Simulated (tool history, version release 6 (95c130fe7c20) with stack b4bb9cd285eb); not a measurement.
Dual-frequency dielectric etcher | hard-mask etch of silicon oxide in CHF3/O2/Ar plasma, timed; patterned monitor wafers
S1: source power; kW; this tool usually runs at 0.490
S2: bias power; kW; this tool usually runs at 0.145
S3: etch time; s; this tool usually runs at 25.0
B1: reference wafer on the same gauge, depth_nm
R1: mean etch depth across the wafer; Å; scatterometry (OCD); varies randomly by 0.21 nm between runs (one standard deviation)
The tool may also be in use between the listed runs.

Run 1, hour 0.0: usual settings but S1 0.530 kW, S2 0.137 kW; B1 35.55. Result: R1 411.2 Å.
Run 2, hour 25.6: usual settings; B1 35.45. Result: R1 398.3 Å.
Run 3, hour 55.3: usual settings; B1 35.37. Result: R1 400.9 Å.
At hour 83.4: source power generator calibrated.
Run 4, hour 86.7: usual settings; B1 35.33. Result: R1 394.3 Å.
Run 5, hour 102.1: usual settings; B1 35.39. Result: R1 396.0 Å.
Run 6, hour 135.1: usual settings; B1 35.23. Result: R1 393.7 Å.
Run 7, hour 215.8: usual settings; B1 35.16. Result: R1 392.6 Å.
Run 8, hour 232.5: usual settings; B1 35.14. Result: R1 395.4 Å.
Run 9, hour 262.4: usual settings; B1 35.06. Result: R1 396.6 Å.
Run 10, hour 275.1: usual settings but S2 0.177 kW; B1 35.08. Result: R1 414.9 Å.
At hour 306.0: gauge calibrated.
Run 11, hour 310.7: usual settings but S2 0.178 kW; B1 36.24. Result: R1 426.0 Å.
At hour 320.6: bias power generator calibrated.
At hour 354.1: wet clean of the chamber.
Run 12, hour 354.6: usual settings; B1 36.12. Result: R1 403.5 Å.
Run 13, hour 361.2: usual settings but S3 29.5 s; B1 36.24. Result: R1 479.8 Å.
Run 14, hour 373.9: usual settings but S1 0.370 kW, S2 0.134 kW, S3 20.0 s; B1 36.18. Result: R1 276.9 Å.
Run 15, hour 409.4: usual settings but S1 0.550 kW, S2 0.169 kW, S3 29.5 s; B1 36.10. Result: R1 519.0 Å.
Run 16, hour 422.8: usual settings but S1 0.600 kW, S3 28.5 s; B1 36.02. Result: R1 505.4 Å.
Run 17, hour 438.2: usual settings; B1 36.08. Result: R1 405.1 Å.
Run 18, hour 457.9: usual settings but S2 0.117 kW; B1 36.02. Result: R1 385.9 Å.
At hour 546.1: upper electrode replaced.
Run 19, hour 554.1: usual settings but S1 0.450 kW, S2 0.129 kW, S3 23.0 s; B1 35.85. Result: R1 342.4 Å.
Run 20, hour 585.4: usual settings; B1 35.84. Result: R1 401.0 Å.
Run 21, hour 618.9: usual settings but S1 0.580 kW, S2 0.154 kW, S3 18.0 s; B1 35.67. Result: R1 316.7 Å.
Run 22, hour 643.9: usual settings but S1 0.600 kW, S2 0.131 kW, S3 29.0 s; B1 35.80. Result: R1 495.9 Å.
Run 23, hour 657.5: usual settings but S1 0.600 kW, S2 0.120 kW; B1 35.64. Result: R1 422.2 Å.
Run 24, hour 716.1: usual settings but S1 0.400 kW; B1 35.69. Result: R1 361.6 Å.
Run 25, hour 747.7: usual settings but S1 0.440 kW, S2 0.177 kW, S3 20.5 s; B1 35.64. Result: R1 325.5 Å.
Run 26, hour 783.4: usual settings but S3 27.5 s; B1 35.54. Result: R1 437.2 Å.
Run 27, hour 798.1: usual settings but S2 0.118 kW; B1 35.50. Result: R1 379.9 Å.
Run 28, hour 850.2: usual settings; B1 35.38. Result: R1 398.0 Å.
Run 29, hour 883.3: usual settings but S1 0.530 kW, S3 28.5 s; B1 35.32. Result: R1 469.7 Å.
At hour 937.1: wet clean of the chamber.
Run 30, hour 937.6: usual settings; B1 35.27. Result: R1 396.3 Å.
Run 31, hour 941.8: usual settings but S1 0.450 kW, S2 0.175 kW, S3 27.5 s; B1 35.32. Result: R1 440.6 Å.

Forecast each of these 3 alternatives for the next run:
Run A, hour 942.2: usual settings; B1 ?. Result: R1 ?.
Run B, hour 942.2: usual settings but S1 0.430 kW, S3 32.0 s; B1 ?. Result: R1 ?.
Run C, hour 942.2: usual settings but S1 0.600 kW; B1 ?. Result: R1 ?.

run     B1     R1
  A  35.25  395.0
  B  35.25  475.5
  C  35.25  433.2
Had the tool no hidden state, the same runs would have come out as:
run     R1
  A  405.0
  B  487.5
  C  444.2
